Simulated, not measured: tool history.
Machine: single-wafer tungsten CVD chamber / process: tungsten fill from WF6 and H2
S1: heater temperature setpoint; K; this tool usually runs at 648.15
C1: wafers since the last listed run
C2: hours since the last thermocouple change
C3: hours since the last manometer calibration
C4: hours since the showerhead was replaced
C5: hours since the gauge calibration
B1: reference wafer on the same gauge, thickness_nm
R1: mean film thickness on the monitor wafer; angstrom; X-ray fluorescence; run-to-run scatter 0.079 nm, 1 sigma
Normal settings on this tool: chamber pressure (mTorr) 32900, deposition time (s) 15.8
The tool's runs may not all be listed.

run 1 day=0.000 | S1=648.15 chamber_pressure_(mTorr)=32900 deposition_time_(s)=15.8 | C1=0 C2=931.4 C3=1168.1 C4=1903.6 C5=917.8 | B1=33.304 | R1=285.20
run 2 day=2.692 | S1=648.15 chamber_pressure_(mTorr)=32900 deposition_time_(s)=15.8 | C1=1415 C2=996.0 C3=1232.7 C4=1968.2 C5=982.4 | B1=33.289 | R1=284.88
run 3 day=4.354 | S1=648.15 chamber_pressure_(mTorr)=32900 deposition_time_(s)=15.8 | C1=874 C2=1035.9 C3=1272.6 C4=2008.1 C5=1022.3 | B1=33.283 | R1=285.03
-- day=5.046 thermocouple changed; heater temperature recalibrated
run 4 day=7.183 | S1=639.15 chamber_pressure_(mTorr)=32900 deposition_time_(s)=15.8 | C1=1312 C2=51.3 C3=1340.5 C4=2076.0 C5=1090.2 | B1=33.300 | R1=230.33
run 5 day=9.367 | S1=639.15 chamber_pressure_(mTorr)=32900 deposition_time_(s)=15.8 | C1=1148 C2=103.7 C3=1392.9 C4=2128.4 C5=1142.6 | B1=33.300 | R1=229.99
run 6 day=11.025 | S1=639.15 chamber_pressure_(mTorr)=32900 deposition_time_(s)=15.8 | C1=872 C2=143.5 C3=1432.7 C4=2168.2 C5=1182.4 | B1=33.313 | R1=230.07
run 7 day=12.654 | S1=648.15 chamber_pressure_(mTorr)=32900 deposition_time_(s)=15.8 | C1=857 C2=182.6 C3=1471.8 C4=2207.3 C5=1221.5 | B1=33.302 | R1=286.90
run 8 day=14.321 | S1=648.15 chamber_pressure_(mTorr)=30600 deposition_time_(s)=15.8 | C1=876 C2=222.6 C3=1511.8 C4=2247.3 C5=1261.5 | B1=33.297 | R1=276.77
run 9 day=15.712 | S1=648.15 chamber_pressure_(mTorr)=30600 deposition_time_(s)=15.8 | C1=732 C2=256.0 C3=1545.2 C4=2280.7 C5=1294.9 | B1=33.310 | R1=275.79
run 10 day=16.867 | S1=648.15 chamber_pressure_(mTorr)=30600 deposition_time_(s)=15.8 | C1=607 C2=283.7 C3=1572.9 C4=2308.4 C5=1322.6 | B1=33.280 | R1=275.71
run 11 day=18.167 | S1=648.15 chamber_pressure_(mTorr)=27700 deposition_time_(s)=13.8 | C1=683 C2=314.9 C3=1604.1 C4=2339.6 C5=1353.8 | B1=33.284 | R1=226.89
run 12 day=19.771 | S1=648.15 chamber_pressure_(mTorr)=27700 deposition_time_(s)=13.8 | C1=843 C2=353.4 C3=1642.6 C4=2378.1 C5=1392.3 | B1=33.285 | R1=228.78
run 13 day=21.567 | S1=648.15 chamber_pressure_(mTorr)=27700 deposition_time_(s)=13.8 | C1=944 C2=396.5 C3=1685.7 C4=2421.2 C5=1435.4 | B1=33.316 | R1=228.93
run 14 day=22.775 | S1=648.15 chamber_pressure_(mTorr)=36700 deposition_time_(s)=15.8 | C1=635 C2=425.5 C3=1714.7 C4=2450.2 C5=1464.4 | B1=33.290 | R1=304.93
run 15 day=24.283 | S1=648.15 chamber_pressure_(mTorr)=32900 deposition_time_(s)=15.8 | C1=793 C2=461.7 C3=1750.9 C4=2486.4 C5=1500.6 | B1=33.266 | R1=289.19
run 16 day=26.638 | S1=648.15 chamber_pressure_(mTorr)=32900 deposition_time_(s)=15.8 | C1=1238 C2=518.2 C3=1807.4 C4=2542.9 C5=1557.1 | B1=33.287 | R1=286.45
run 17 day=29.483 | S1=642.15 chamber_pressure_(mTorr)=32900 deposition_time_(s)=16.9 | C1=1497 C2=586.5 C3=1875.7 C4=2611.2 C5=1625.4 | B1=33.327 | R1=266.47
-- day=30.496 gauge calibrated
run 18 day=31.267 | S1=648.15 chamber_pressure_(mTorr)=32900 deposition_time_(s)=15.8 | C1=938 C2=629.3 C3=1918.5 C4=2654.0 C5=18.5 | B1=33.297 | R1=288.36
run 19 day=33.938 | S1=662.15 chamber_pressure_(mTorr)=32900 deposition_time_(s)=15.8 | C1=1405 C2=693.4 C3=1982.6 C4=2718.1 C5=82.6 | B1=33.301 | R1=398.69
run 20 day=36.458 | S1=652.15 chamber_pressure_(mTorr)=40500 deposition_time_(s)=17.3 | C1=1326 C2=753.9 C3=2043.1 C4=2778.6 C5=143.1 | B1=33.321 | R1=388.97
run 21 day=38.979 | S1=648.15 chamber_pressure_(mTorr)=32900 deposition_time_(s)=15.8 | C1=1326 C2=814.4 C3=2103.6 C4=2839.1 C5=203.6 | B1=33.309 | R1=288.65
run 22 day=41.417 | S1=656.15 chamber_pressure_(mTorr)=32900 deposition_time_(s)=15.8 | C1=1282 C2=872.9 C3=2162.1 C4=2897.6 C5=262.1 | B1=33.309 | R1=348.75
run 23 day=43.946 | S1=648.15 chamber_pressure_(mTorr)=36100 deposition_time_(s)=15.8 | C1=1330 C2=933.6 C3=2222.8 C4=2958.3 C5=322.8 | B1=33.303 | R1=304.52
run 24 day=46.633 | S1=648.15 chamber_pressure_(mTorr)=25200 deposition_time_(s)=14.4 | C1=1413 C2=998.1 C3=2287.3 C4=3022.8 C5=387.3 | B1=33.292 | R1=229.39
run 25 day=48.800 | S1=648.15 chamber_pressure_(mTorr)=32900 deposition_time_(s)=15.8 | C1=1139 C2=1050.1 C3=2339.3 C4=3074.8 C5=439.3 | B1=33.305 | R1=291.64
-- day=50.542 showerhead replaced
-- day=50.879 capacitance manometer re-zeroed and calibrated
-- day=51.083 thermocouple changed; heater temperature recalibrated
run 26 day=51.104 | S1=642.15 chamber_pressure_(mTorr)=40200 deposition_time_(s)=16.9 | C1=754 C2=0.5 C3=5.4 C4=13.5 C5=494.6 | B1=33.324 | R1=288.24
run 27 day=52.488 | S1=660.15 chamber_pressure_(mTorr)=26900 deposition_time_(s)=12.7 | C1=727 C2=33.7 C3=38.6 C4=46.7 C5=527.8 | B1=33.274 | R1=267.88
run 28 day=55.358 | S1=639.15 chamber_pressure_(mTorr)=32900 deposition_time_(s)=15.8 | C1=1510 C2=102.6 C3=107.5 C4=115.6 C5=596.7 | B1=33.286 | R1=226.64
run 29 day=57.838 | S1=648.15 chamber_pressure_(mTorr)=32900 deposition_time_(s)=15.8 | C1=1304 C2=162.1 C3=167.0 C4=175.1 C5=656.2 | B1=33.336 | R1=281.01
run 30 day=64.917 | S1=637.15 chamber_pressure_(mTorr)=32900 deposition_time_(s)=13.2 | C1=3724 C2=332.0 C3=336.9 C4=345.0 C5=826.1 | B1=33.313 | R1=180.37
run 31 day=67.679 | S1=648.15 chamber_pressure_(mTorr)=32900 deposition_time_(s)=15.8 | C1=1453 C2=398.3 C3=403.2 C4=411.3 C5=892.4 | B1=33.284 | R1=281.08
run 32 day=69.633 | S1=648.15 chamber_pressure_(mTorr)=25600 deposition_time_(s)=13.0 | C1=1028 C2=445.2 C3=450.1 C4=458.2 C5=939.3 | B1=33.317 | R1=202.28

Branching from run 32: 4 alternative next runs. What would each branch give?
run A day=69.650 | S1=648.15 chamber_pressure_(mTorr)=32900 deposition_time_(s)=13.0 | C1=8 C2=445.6 C3=450.5 C4=458.6 C5=939.7 | B1=? | R1=?
run B day=69.650 | S1=648.15 chamber_pressure_(mTorr)=32900 deposition_time_(s)=19.0 | C1=8 C2=445.6 C3=450.5 C4=458.6 C5=939.7 | B1=? | R1=?
run C day=69.650 | S1=644.15 chamber_pressure_(mTorr)=30100 deposition_time_(s)=18.6 | C1=8 C2=445.6 C3=450.5 C4=458.6 C5=939.7 | B1=? | R1=?
run D day=69.650 | S1=653.15 chamber_pressure_(mTorr)=35700 deposition_time_(s)=17.6 | C1=8 C2=445.6 C3=450.5 C4=458.6 C5=939.7 | B1=? | R1=?

run=A B1=33.302 R1=231.51
run=B B1=33.302 R1=338.92
run=C B1=33.302 R1=287.67
run=D B1=33.302 R1=368.25
Without the tool's hidden state the same runs would have given:
run=A R1=231.71
run=B R1=339.22
run=C R1=287.93
run=D R1=368.57
